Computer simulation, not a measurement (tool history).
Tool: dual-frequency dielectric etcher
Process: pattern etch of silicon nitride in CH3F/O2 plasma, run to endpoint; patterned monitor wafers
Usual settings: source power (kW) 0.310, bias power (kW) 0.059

run   hour  source power (kW)  bias power (kW)  incoming incoming film thickness, nm  endpoint time (s)
  1    0.0              0.310            0.059                                  84.9              113.3
      76.0  -- wet clean of the chamber
  2   76.5              0.310            0.059                                  85.0              113.9
  3   76.9              0.310            0.059                                  85.8              115.0
  4   77.3              0.310            0.059                                  84.3              113.9
  5   81.8              0.310            0.059                                  84.8              113.6
      90.7  -- bias power generator calibrated
  6   92.7              0.310            0.059                                  84.6              113.4
  7  104.7              0.310            0.059                                  85.3              115.0
  8  111.6              0.310            0.059                                  85.1              114.6
  9  123.1              0.270            0.067                                  85.6              114.2
     137.1  -- source power generator calibrated
     157.3  -- upper electrode replaced
 10  157.8              0.380            0.070                                  85.0               99.9
 11  158.2              0.240            0.072                                  85.9              114.8
 12  166.5              0.310            0.059                                  84.7              113.5
 13  173.3              0.250            0.055                                  84.9              124.3
 14  189.0              0.280            0.059                                  85.5              117.7
 15  198.7              0.310            0.059                                  86.4              115.7
 16  208.2              0.310            0.073                                  85.2              104.8

3 ways to go on from here, each from the tool as it stands after run 16. What would each give?
  A  208.7              0.310            0.059                                  85.0                  ?
  B  208.7              0.310            0.054                                  85.0                  ?
  C  208.7              0.310            0.046                                  85.0                  ?

run  endpoint time (s)
  A              113.9
  B              118.1
  C              125.8
Without the tool's hidden state the same runs would have given:
run  endpoint time (s)
  A              113.9
  B              118.1
  C              125.8
